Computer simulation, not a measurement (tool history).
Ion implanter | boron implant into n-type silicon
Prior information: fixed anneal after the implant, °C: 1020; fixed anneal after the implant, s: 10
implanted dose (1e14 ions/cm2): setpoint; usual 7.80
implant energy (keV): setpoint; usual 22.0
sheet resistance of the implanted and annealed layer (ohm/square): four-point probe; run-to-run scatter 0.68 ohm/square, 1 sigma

run    hour  implanted dose (1e14 ions/cm2)  implant energy (keV)  wafers since the last listed run  hours since the last dose calibration  hours since the extraction supply was calibrated  hours since the gauge calibration  read-back reference wafer on the same gauge, sheet resistance  sheet resistance of the implanted and annealed layer (ohm/square)
  1     0.0                            7.80                  20.0                                 0                                 1403.2                                            6253.0                              762.7                                                         157.15                                                             147.08
  2   102.5                            7.80                  20.0                              2982                                 1505.7                                            6355.5                              865.2                                                         156.88                                                             146.39
  3   155.5                            7.80                  20.0                              1542                                 1558.7                                            6408.5                              918.2                                                         156.92                                                             146.62
  4   195.8                            6.80                  22.0                              1172                                 1599.0                                            6448.8                              958.5                                                         156.89                                                             164.97
  5   241.9                            6.80                  22.0                              1341                                 1645.1                                            6494.9                             1004.6                                                         157.05                                                             163.24
      245.5  -- gauge calibrated
  6   305.6                            6.80                  22.0                              1853                                 1708.8                                            6558.6                               60.1                                                         157.45                                                             164.02
  7   376.3                            7.80                  22.0                              2057                                 1779.5                                            6629.3                              130.8                                                         156.85                                                             143.83
  8   416.1                            7.80                  22.0                              1158                                 1819.3                                            6669.1                              170.6                                                         157.11                                                             144.49
  9   509.2                            7.80                  22.0                              2708                                 1912.4                                            6762.2                              263.7                                                         156.90                                                             143.14
 10   575.9                            7.80                  22.0                              1940                                 1979.1                                            6828.9                              330.4                                                         156.91                                                             143.87
 11   631.2                            7.80                  22.0                              1609                                 2034.4                                            6884.2                              385.7                                                         156.98                                                             144.65
      641.1  -- Faraday cup replaced and dose calibrated
      665.0  -- extraction supply calibrated
 12   690.6                            8.83                  20.0                              1262                                   49.5                                              25.6                              445.1                                                         156.78                                                             134.47
 13   751.1                            5.67                  17.0                              1760                                  110.0                                              86.1                              505.6                                                         156.98                                                             201.35
 14   804.2                            7.80                  22.0                              1545                                  163.1                                             139.2                              558.7                                                         156.85                                                             149.47
 15   859.5                            7.80                  22.0                              1609                                  218.4                                             194.5                              614.0                                                         157.15                                                             147.96
 16   901.8                            7.80                  28.0                              1230                                  260.7                                             236.8                              656.3                                                         156.80                                                             144.97
 17   975.7                            7.80                  22.0                              2150                                  334.6                                             310.7                              730.2                                                         157.13                                                             147.78
 18  1045.1                            9.35                  22.0                              2019                                  404.0                                             380.1                              799.6                                                         157.07                                                             126.83
     1052.6  -- gauge calibrated
 19  1117.7                            7.80                  22.0                              2112                                  476.6                                             452.7                               65.1                                                         157.06                                                             148.85
 20  1174.6                            7.80                  25.0                              1655                                  533.5                                             509.6                              122.0                                                         157.11                                                             146.95
 21  1250.4                            8.39                  19.0                              2205                                  609.3                                             585.4                              197.8                                                         157.22                                                             140.23
 22  1339.4                            8.63                  22.0                              2589                                  698.3                                             674.4                              286.8                                                         156.93                                                             135.45
 23  1379.6                            9.25                  27.0                              1169                                  738.5                                             714.6                              327.0                                                         157.03                                                             125.80

Pick out some run-to-run changes in sheet resistance of the implanted and annealed layer (ohm/square). Of each, how much would a tool without hidden state show as well, from the settings, what came in and chance, and how much is left for the hidden state and any gauge scatter not in both results compared?
The tool's hidden condition here consists of: deviation of the true dose from the Faraday cup's reading, %; deviation of the true energy from its setpoint, %; gauge reads high (%).
Run 3 -> 4: implanted dose (1e14 ions/cm2) 7.80 -> 6.80, implant energy (keV) 20.0 -> 22.0. sheet resistance of the implanted and annealed layer (ohm/square) +18.35: hidden state -0.67, all else +19.02.
Run 11 -> 12: implanted dose (1e14 ions/cm2) 7.80 -> 8.83, implant energy (keV) 22.0 -> 20.0, Faraday cup replaced and dose calibrated, extraction supply calibrated. sheet resistance of the implanted and annealed layer (ohm/square) -10.18: hidden state +5.27, all else -15.45.
Run 12 -> 13: implanted dose (1e14 ions/cm2) 8.83 -> 5.67, implant energy (keV) 20.0 -> 17.0. sheet resistance of the implanted and annealed layer (ohm/square) +66.88: hidden state -0.49, all else +67.37.
Run 13 -> 14: implanted dose (1e14 ions/cm2) 5.67 -> 7.80, implant energy (keV) 17.0 -> 22.0. sheet resistance of the implanted and annealed layer (ohm/square) -51.88: hidden state +0.07, all else -51.95.

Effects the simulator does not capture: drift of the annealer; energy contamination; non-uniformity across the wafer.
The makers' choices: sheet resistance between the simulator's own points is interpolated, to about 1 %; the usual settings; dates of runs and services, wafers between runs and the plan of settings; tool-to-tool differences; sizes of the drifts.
